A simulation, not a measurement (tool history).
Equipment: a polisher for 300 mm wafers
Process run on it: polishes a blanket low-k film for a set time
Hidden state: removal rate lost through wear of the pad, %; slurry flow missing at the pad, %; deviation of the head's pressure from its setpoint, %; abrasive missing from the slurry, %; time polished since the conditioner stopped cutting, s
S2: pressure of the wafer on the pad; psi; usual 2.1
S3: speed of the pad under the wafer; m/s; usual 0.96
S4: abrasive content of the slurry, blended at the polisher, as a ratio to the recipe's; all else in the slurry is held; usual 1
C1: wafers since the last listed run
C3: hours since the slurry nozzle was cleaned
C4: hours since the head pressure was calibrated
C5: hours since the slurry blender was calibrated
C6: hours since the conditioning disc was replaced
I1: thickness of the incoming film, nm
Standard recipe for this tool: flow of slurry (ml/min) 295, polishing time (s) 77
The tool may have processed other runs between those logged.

Run 1, hour 0: usual settings but polishing time (s) 83; C1 0; wafers polished on this pad 669; C3 78; C4 852.6; C5 332.1; C6 454.5; I1 427.1. Result: film removed (nm) 33.
Run 2, hour 38.2: usual settings but polishing time (s) 83; C1 283; wafers polished on this pad 953; C3 116.2; C4 890.8; C5 370.3; C6 492.7; I1 423.8. Result: film removed (nm) 33.3.
At hour 86: worn pad replaced by a new one.
Run 3, hour 90.6: usual settings; C1 359; wafers polished on this pad 34; C3 168.6; C4 943.2; C5 422.7; C6 545.1; I1 432.3. Result: film removed (nm) 30.3.
At hour 112.4: conditioning disc replaced and pad reconditioned.
Run 4, hour 134.3: usual settings; C1 309; wafers polished on this pad 344; C3 212.3; C4 986.9; C5 466.4; C6 21.9; I1 430.9. Result: film removed (nm) 30.3.
At hour 187.4: slurry blender recalibrated.
Run 5, hour 196.6: usual settings; C1 447; wafers polished on this pad 791; C3 274.6; C4 1049.2; C5 9.2; C6 84.2; I1 424.8. Result: film removed (nm) 30.5.
Run 6, hour 262.6: usual settings but polishing time (s) 95; C1 490; wafers polished on this pad 1282; C3 340.6; C4 1115.2; C5 75.2; C6 150.2; I1 427.6. Result: film removed (nm) 36.6.
At hour 268.3: slurry nozzle cleaned.
At hour 282.6: worn pad replaced by a new one.
At hour 450.2: worn pad replaced by a new one.
Run 7, hour 477.5: usual settings but polishing time (s) 95; C1 1529; wafers polished on this pad 202; C3 209.2; C4 1330.1; C5 290.1; C6 365.1; I1 430.1. Result: film removed (nm) 36.
Run 8, hour 548.6: usual settings but flow of slurry (ml/min) 240, S2 2.6 psi, S3 0.82 m/s, polishing time (s) 92; C1 527; wafers polished on this pad 730; C3 280.3; C4 1401.2; C5 361.2; C6 436.2; I1 431.1. Result: film removed (nm) 38.2.
At hour 574.6: conditioning disc replaced and pad reconditioned.
Run 9, hour 604.7: usual settings but flow of slurry (ml/min) 240, S4 0.8; C1 401; wafers polished on this pad 1132; C3 336.4; C4 1457.3; C5 417.3; C6 30.1; I1 429.8. Result: film removed (nm) 25.3.
At hour 615.4: head pressure recalibrated.
At hour 616.9: worn pad replaced by a new one.
At hour 620.4: slurry blender recalibrated.
At hour 637: slurry nozzle cleaned.
Run 10, hour 649: usual settings but S2 2.8 psi, polishing time (s) 95; C1 280; wafers polished on this pad 216; C3 12; C4 33.6; C5 28.6; C6 74.4; I1 433. Result: film removed (nm) 51.2.
Run 11, hour 714.7: usual settings; C1 487; wafers polished on this pad 703; C3 77.7; C4 99.3; C5 94.3; C6 140.1; I1 427.7. Result: film removed (nm) 31.7.
Run 12, hour 762: usual settings but flow of slurry (ml/min) 220, S3 1.24 m/s, polishing time (s) 63; C1 351; wafers polished on this pad 1055; C3 125; C4 146.6; C5 141.6; C6 187.4; I1 428.9. Result: film removed (nm) 28.7.
At hour 781.8: worn pad replaced by a new one.
Run 13, hour 822.5: usual settings but S2 2.3 psi, polishing time (s) 98; C1 419; wafers polished on this pad 302; C3 185.5; C4 207.1; C5 202.1; C6 247.9; I1 432.5. Result: film removed (nm) 44.4.
Run 14, hour 874.7: usual settings; C1 387; wafers polished on this pad 690; C3 237.7; C4 259.3; C5 254.3; C6 300.1; I1 438.2. Result: film removed (nm) 31.7.
Run 15, hour 919.6: usual settings but S2 1.6 psi; C1 333; wafers polished on this pad 1023; C3 282.6; C4 304.2; C5 299.2; C6 345; I1 426.9. Result: film removed (nm) 23.8.

Forecast each of these 5 alternatives for the next run:
Run A, hour 920: usual settings; C1 2; wafers polished on this pad 1026; C3 283; C4 304.6; C5 299.6; C6 345.4; I1 428. Result: film removed (nm) ?.
Run B, hour 920: usual settings but polishing time (s) 89; C1 2; wafers polished on this pad 1026; C3 283; C4 304.6; C5 299.6; C6 345.4; I1 428. Result: film removed (nm) ?.
Run C, hour 920: usual settings but flow of slurry (ml/min) 365, S3 1.22 m/s, S4 0.85, polishing time (s) 94; C1 2; wafers polished on this pad 1026; C3 283; C4 304.6; C5 299.6; C6 345.4; I1 428. Result: film removed (nm) ?.
Run D, hour 920: usual settings but flow of slurry (ml/min) 325, polishing time (s) 88; C1 2; wafers polished on this pad 1026; C3 283; C4 304.6; C5 299.6; C6 345.4; I1 428. Result: film removed (nm) ?.
Run E, hour 920: usual settings but S4 0.75, polishing time (s) 62; C1 2; wafers polished on this pad 1026; C3 283; C4 304.6; C5 299.6; C6 345.4; I1 428. Result: film removed (nm) ?.

run  film removed (nm)
  A                 32
  B                 37
  C               42.4
  D               36.9
  E               23.4
The same runs, with their run-to-run variation unchanged, on a tool lacking any hidden condition would have given:
run  film removed (nm)
  A               32.3
  B               37.3
  C               42.8
  D               37.2
  E               23.6

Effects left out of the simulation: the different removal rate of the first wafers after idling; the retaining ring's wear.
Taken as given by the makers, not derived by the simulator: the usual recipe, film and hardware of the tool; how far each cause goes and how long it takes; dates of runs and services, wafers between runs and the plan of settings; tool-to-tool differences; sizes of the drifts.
